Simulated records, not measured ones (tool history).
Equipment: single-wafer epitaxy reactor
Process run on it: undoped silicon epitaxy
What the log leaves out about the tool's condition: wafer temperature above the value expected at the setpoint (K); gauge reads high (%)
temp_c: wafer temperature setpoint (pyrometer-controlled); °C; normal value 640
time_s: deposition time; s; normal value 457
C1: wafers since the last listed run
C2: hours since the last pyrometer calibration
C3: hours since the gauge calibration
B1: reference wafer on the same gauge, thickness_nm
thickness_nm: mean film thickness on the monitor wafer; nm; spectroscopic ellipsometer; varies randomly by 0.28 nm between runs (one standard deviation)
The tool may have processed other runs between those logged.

{"run": 1, "hour": 0.0, "temp_c": 640, "time_s": 457, "C1": 0, "C2": 1958.4, "C3": 213.6, "B1": 55.374, "thickness_nm": 54.289}
{"run": 2, "hour": 14.1, "temp_c": 640, "time_s": 457, "C1": 44, "C2": 1972.5, "C3": 227.7, "B1": 55.449, "thickness_nm": 53.893}
{"hour": 21.8, "done": "gauge calibrated"}
{"run": 3, "hour": 27.2, "temp_c": 640, "time_s": 457, "C1": 41, "C2": 1985.6, "C3": 5.4, "B1": 55.368, "thickness_nm": 54.185}
{"run": 4, "hour": 45.1, "temp_c": 640, "time_s": 457, "C1": 56, "C2": 2003.5, "C3": 23.3, "B1": 55.389, "thickness_nm": 54.197}
{"run": 5, "hour": 57.4, "temp_c": 640, "time_s": 457, "C1": 38, "C2": 2015.8, "C3": 35.6, "B1": 55.378, "thickness_nm": 53.861}
{"run": 6, "hour": 69.0, "temp_c": 647, "time_s": 457, "C1": 36, "C2": 2027.4, "C3": 47.2, "B1": 55.488, "thickness_nm": 61.766}
{"run": 7, "hour": 82.8, "temp_c": 647, "time_s": 457, "C1": 43, "C2": 2041.2, "C3": 61, "B1": 55.376, "thickness_nm": 62.037}
{"run": 8, "hour": 89.3, "temp_c": 647, "time_s": 457, "C1": 20, "C2": 2047.7, "C3": 67.5, "B1": 55.477, "thickness_nm": 61.773}
{"run": 9, "hour": 101.4, "temp_c": 628, "time_s": 457, "C1": 38, "C2": 2059.8, "C3": 79.6, "B1": 55.393, "thickness_nm": 42.493}
{"run": 10, "hour": 114.1, "temp_c": 634, "time_s": 457, "C1": 40, "C2": 2072.5, "C3": 92.3, "B1": 55.416, "thickness_nm": 47.817}
{"run": 11, "hour": 131.6, "temp_c": 634, "time_s": 457, "C1": 55, "C2": 2090, "C3": 109.8, "B1": 55.379, "thickness_nm": 47.424}
{"hour": 144.4, "done": "pyrometer calibrated"}
{"run": 12, "hour": 148.3, "temp_c": 634, "time_s": 457, "C1": 27, "C2": 3.9, "C3": 126.5, "B1": 55.363, "thickness_nm": 54.322}
{"run": 13, "hour": 160.9, "temp_c": 640, "time_s": 457, "C1": 39, "C2": 16.5, "C3": 139.1, "B1": 55.363, "thickness_nm": 61.353}
{"run": 14, "hour": 171.2, "temp_c": 640, "time_s": 457, "C1": 32, "C2": 26.8, "C3": 149.4, "B1": 55.387, "thickness_nm": 60.895}
{"run": 15, "hour": 224.5, "temp_c": 646, "time_s": 546, "C1": 167, "C2": 80.1, "C3": 202.7, "B1": 55.383, "thickness_nm": 81.877}
{"run": 16, "hour": 235.3, "temp_c": 645, "time_s": 457, "C1": 34, "C2": 90.9, "C3": 213.5, "B1": 55.402, "thickness_nm": 67.078}
{"run": 17, "hour": 244.3, "temp_c": 653, "time_s": 383, "C1": 28, "C2": 99.9, "C3": 222.5, "B1": 55.396, "thickness_nm": 65.962}
{"run": 18, "hour": 252.0, "temp_c": 645, "time_s": 406, "C1": 24, "C2": 107.6, "C3": 230.2, "B1": 55.411, "thickness_nm": 60.307}
{"hour": 263.8, "done": "gauge calibrated"}
{"run": 19, "hour": 270.0, "temp_c": 640, "time_s": 457, "C1": 56, "C2": 125.6, "C3": 6.2, "B1": 55.376, "thickness_nm": 61.338}
{"run": 20, "hour": 280.8, "temp_c": 649, "time_s": 457, "C1": 34, "C2": 136.4, "C3": 17, "B1": 55.373, "thickness_nm": 72.837}
{"run": 21, "hour": 297.5, "temp_c": 636, "time_s": 485, "C1": 52, "C2": 153.1, "C3": 33.7, "B1": 55.419, "thickness_nm": 60.101}
{"run": 22, "hour": 308.3, "temp_c": 640, "time_s": 457, "C1": 34, "C2": 163.9, "C3": 44.5, "B1": 55.368, "thickness_nm": 61.413}
{"run": 23, "hour": 319.1, "temp_c": 635, "time_s": 494, "C1": 34, "C2": 174.7, "C3": 55.3, "B1": 55.333, "thickness_nm": 59.972}
{"run": 24, "hour": 336.4, "temp_c": 654, "time_s": 534, "C1": 54, "C2": 192, "C3": 72.6, "B1": 55.359, "thickness_nm": 93.583}
{"run": 25, "hour": 347.4, "temp_c": 650, "time_s": 457, "C1": 34, "C2": 203, "C3": 83.6, "B1": 55.373, "thickness_nm": 73.582}
{"run": 26, "hour": 353.8, "temp_c": 640, "time_s": 535, "C1": 20, "C2": 209.4, "C3": 90, "B1": 55.402, "thickness_nm": 71.452}
{"run": 27, "hour": 363.3, "temp_c": 640, "time_s": 457, "C1": 29, "C2": 218.9, "C3": 99.5, "B1": 55.426, "thickness_nm": 61.259}
{"run": 28, "hour": 374.2, "temp_c": 640, "time_s": 457, "C1": 34, "C2": 229.8, "C3": 110.4, "B1": 55.37, "thickness_nm": 61.178}

Each row is a separate what-if for the run after 28, all from the same tool condition, not one after another. Results?
{"run": "A", "hour": 374.7, "temp_c": 640, "time_s": 498, "C1": 1, "C2": 230.3, "C3": 110.9, "B1": "?", "thickness_nm": "?"}
{"run": "B", "hour": 374.7, "temp_c": 646, "time_s": 483, "C1": 1, "C2": 230.3, "C3": 110.9, "B1": "?", "thickness_nm": "?"}
{"run": "C", "hour": 374.7, "temp_c": 629, "time_s": 421, "C1": 1, "C2": 230.3, "C3": 110.9, "B1": "?", "thickness_nm": "?"}

run=A B1=55.419 thickness_nm=66.497
run=B B1=55.419 thickness_nm=72.497
run=C B1=55.419 thickness_nm=45.203
Stripped of hidden state, with their random variation kept, the same runs would have yielded:
run=A thickness_nm=66.976
run=B thickness_nm=73.014
run=C thickness_nm=45.536
